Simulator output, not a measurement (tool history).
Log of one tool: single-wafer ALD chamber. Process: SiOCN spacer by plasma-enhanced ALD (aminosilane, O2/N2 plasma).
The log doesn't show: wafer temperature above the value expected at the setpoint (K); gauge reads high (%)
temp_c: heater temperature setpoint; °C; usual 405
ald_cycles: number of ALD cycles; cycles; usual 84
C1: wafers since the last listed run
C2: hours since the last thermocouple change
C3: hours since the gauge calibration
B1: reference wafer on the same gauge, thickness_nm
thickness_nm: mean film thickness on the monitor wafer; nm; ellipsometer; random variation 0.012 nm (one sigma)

Run 1, day 0: usual settings but temp_c 394 °C; C1 0; C2 1744.7; C3 44.7; B1 4.54. Result: thickness_nm 4.747 nm.
Run 2, day 1.654: usual settings; C1 111; C2 1784.4; C3 84.4; B1 4.542. Result: thickness_nm 4.645 nm.
Run 3, day 3.312: usual settings; C1 111; C2 1824.2; C3 124.2; B1 4.539. Result: thickness_nm 4.636 nm.
Run 4, day 5.588: usual settings; C1 153; C2 1878.8; C3 178.8; B1 4.538. Result: thickness_nm 4.637 nm.
Run 5, day 8.567: usual settings but ald_cycles 94 cycles; C1 200; C2 1950.3; C3 250.3; B1 4.541. Result: thickness_nm 5.163 nm.
Run 6, day 11.504: usual settings but ald_cycles 94 cycles; C1 197; C2 2020.8; C3 320.8; B1 4.539. Result: thickness_nm 5.175 nm.
Run 7, day 19.133: usual settings but ald_cycles 94 cycles; C1 513; C2 2203.9; C3 503.9; B1 4.54. Result: thickness_nm 5.165 nm.
Run 8, day 20.767: usual settings; C1 109; C2 2243.1; C3 543.1; B1 4.54. Result: thickness_nm 4.623 nm.
Run 9, day 22.417: usual settings; C1 110; C2 2282.7; C3 582.7; B1 4.537. Result: thickness_nm 4.614 nm.
Run 10, day 23.542: usual settings but ald_cycles 96 cycles; C1 75; C2 2309.7; C3 609.7; B1 4.539. Result: thickness_nm 5.254 nm.
Run 11, day 26.096: usual settings; C1 171; C2 2371; C3 671; B1 4.541. Result: thickness_nm 4.597 nm.
Run 12, day 28.921: usual settings; C1 189; C2 2438.8; C3 738.8; B1 4.54. Result: thickness_nm 4.608 nm.
Run 13, day 30.333: usual settings but temp_c 395 °C; C1 94; C2 2472.7; C3 772.7; B1 4.542. Result: thickness_nm 4.726 nm.
Run 14, day 32.85: usual settings but temp_c 395 °C; C1 169; C2 2533.1; C3 833.1; B1 4.54. Result: thickness_nm 4.717 nm.
Run 15, day 35.062: usual settings but ald_cycles 79 cycles; C1 148; C2 2586.2; C3 886.2; B1 4.54. Result: thickness_nm 4.336 nm.
Run 16, day 36.304: usual settings but ald_cycles 79 cycles; C1 83; C2 2616; C3 916; B1 4.539. Result: thickness_nm 4.321 nm.
Run 17, day 41.567: usual settings; C1 353; C2 2742.3; C3 1042.3; B1 4.538. Result: thickness_nm 4.612 nm.
Run 18, day 43.104: usual settings; C1 103; C2 2779.2; C3 1079.2; B1 4.541. Result: thickness_nm 4.608 nm.
Run 19, day 45.738: usual settings but ald_cycles 89 cycles; C1 177; C2 2842.4; C3 1142.4; B1 4.54. Result: thickness_nm 4.871 nm.
Run 20, day 47.592: usual settings but ald_cycles 72 cycles; C1 124; C2 2886.9; C3 1186.9; B1 4.542. Result: thickness_nm 3.949 nm.
At day 49.179: thermocouple changed; heater temperature recalibrated.
Run 21, day 49.329: usual settings; C1 94; C2 3.6; C3 1228.6; B1 4.54. Result: thickness_nm 4.677 nm.
Run 22, day 50.625: usual settings; C1 87; C2 34.7; C3 1259.7; B1 4.541. Result: thickness_nm 4.653 nm.
Run 23, day 52: usual settings but ald_cycles 95 cycles; C1 92; C2 67.7; C3 1292.7; B1 4.54. Result: thickness_nm 5.293 nm.
Run 24, day 53.667: usual settings but temp_c 416 °C; C1 112; C2 107.7; C3 1332.7; B1 4.539. Result: thickness_nm 4.497 nm.
Run 25, day 55.312: usual settings but temp_c 397 °C; C1 110; C2 147.2; C3 1372.2; B1 4.539. Result: thickness_nm 4.738 nm.
Run 26, day 56.971: usual settings but temp_c 393 °C, ald_cycles 74 cycles; C1 111; C2 187; C3 1412; B1 4.54. Result: thickness_nm 4.163 nm.
Run 27, day 58.667: usual settings but ald_cycles 71 cycles; C1 114; C2 227.7; C3 1452.7; B1 4.539. Result: thickness_nm 3.917 nm.
Run 28, day 63.967: usual settings but temp_c 395 °C; C1 356; C2 354.9; C3 1579.9; B1 4.54. Result: thickness_nm 4.751 nm.
Run 29, day 66.229: usual settings but temp_c 395 °C; C1 152; C2 409.2; C3 1634.2; B1 4.54. Result: thickness_nm 4.734 nm.
Run 30, day 68.775: usual settings but temp_c 401 °C, ald_cycles 75 cycles; C1 171; C2 470.3; C3 1695.3; B1 4.54. Result: thickness_nm 4.196 nm.
Run 31, day 71.288: usual settings; C1 168; C2 530.6; C3 1755.6; B1 4.54. Result: thickness_nm 4.645 nm.
At day 74.225: gauge calibrated.
Run 32, day 75.492: usual settings but temp_c 416 °C, ald_cycles 69 cycles; C1 282; C2 631.5; C3 30.4; B1 4.541. Result: thickness_nm 3.686 nm.
Run 33, day 77.117: usual settings but ald_cycles 78 cycles; C1 109; C2 670.5; C3 69.4; B1 4.54. Result: thickness_nm 4.294 nm.
Run 34, day 79.167: usual settings but ald_cycles 70 cycles; C1 137; C2 719.7; C3 118.6; B1 4.539. Result: thickness_nm 3.878 nm.
Run 35, day 81.025: usual settings but ald_cycles 67 cycles; C1 124; C2 764.3; C3 163.2; B1 4.539. Result: thickness_nm 3.706 nm.
Run 36, day 83.033: usual settings but temp_c 392 °C, ald_cycles 96 cycles; C1 135; C2 812.5; C3 211.4; B1 4.54. Result: thickness_nm 5.381 nm.
Run 37, day 84.483: usual settings but temp_c 390 °C, ald_cycles 74 cycles; C1 97; C2 847.3; C3 246.2; B1 4.54. Result: thickness_nm 4.176 nm.
Run 38, day 86.025: usual settings but temp_c 419 °C, ald_cycles 68 cycles; C1 103; C2 884.3; C3 283.2; B1 4.539. Result: thickness_nm 3.6 nm.
Run 39, day 88.604: usual settings but temp_c 395 °C; C1 173; C2 946.2; C3 345.1; B1 4.538. Result: thickness_nm 4.716 nm.
Run 40, day 90.117: usual settings but temp_c 411 °C; C1 101; C2 982.5; C3 381.4; B1 4.541. Result: thickness_nm 4.564 nm.
Run 41, day 92.462: usual settings but temp_c 391 °C, ald_cycles 88 cycles; C1 157; C2 1038.8; C3 437.7; B1 4.539. Result: thickness_nm 4.966 nm.
Run 42, day 93.888: usual settings but temp_c 418 °C, ald_cycles 74 cycles; C1 95; C2 1073; C3 471.9; B1 4.541. Result: thickness_nm 3.916 nm.
Run 43, day 100.958: usual settings but temp_c 399 °C; C1 475; C2 1242.7; C3 641.6; B1 4.541. Result: thickness_nm 4.734 nm.
Run 44, day 102.388: usual settings but temp_c 412 °C; C1 96; C2 1277; C3 675.9; B1 4.539. Result: thickness_nm 4.531 nm.
Run 45, day 103.908: usual settings but temp_c 419 °C, ald_cycles 68 cycles; C1 102; C2 1313.5; C3 712.4; B1 4.54. Result: thickness_nm 3.577 nm.
Run 46, day 106.05: usual settings but temp_c 397 °C, ald_cycles 91 cycles; C1 144; C2 1364.9; C3 763.8; B1 4.54. Result: thickness_nm 5.114 nm.
Run 47, day 108.604: usual settings but temp_c 392 °C, ald_cycles 74 cycles; C1 171; C2 1426.2; C3 825.1; B1 4.539. Result: thickness_nm 4.179 nm.

Forecast each of these 4 alternatives for the next run:
Run A, day 108.629: usual settings but ald_cycles 76 cycles; C1 1; C2 1426.8; C3 825.7; B1 ?. Result: thickness_nm ?.
Run B, day 108.629: usual settings but temp_c 400 °C; C1 1; C2 1426.8; C3 825.7; B1 ?. Result: thickness_nm ?.
Run C, day 108.629: usual settings but temp_c 391 °C, ald_cycles 78 cycles; C1 1; C2 1426.8; C3 825.7; B1 ?. Result: thickness_nm ?.
Run D, day 108.629: usual settings but ald_cycles 88 cycles; C1 1; C2 1426.8; C3 825.7; B1 ?. Result: thickness_nm ?.

run     B1  thickness_nm
  A  4.541         4.183
  B  4.541         4.695
  C  4.541         4.388
  D  4.541         4.844
Without the tool's hidden state the same runs would have given:
run  thickness_nm
  A         4.211
  B         4.725
  C         4.388
  D         4.876
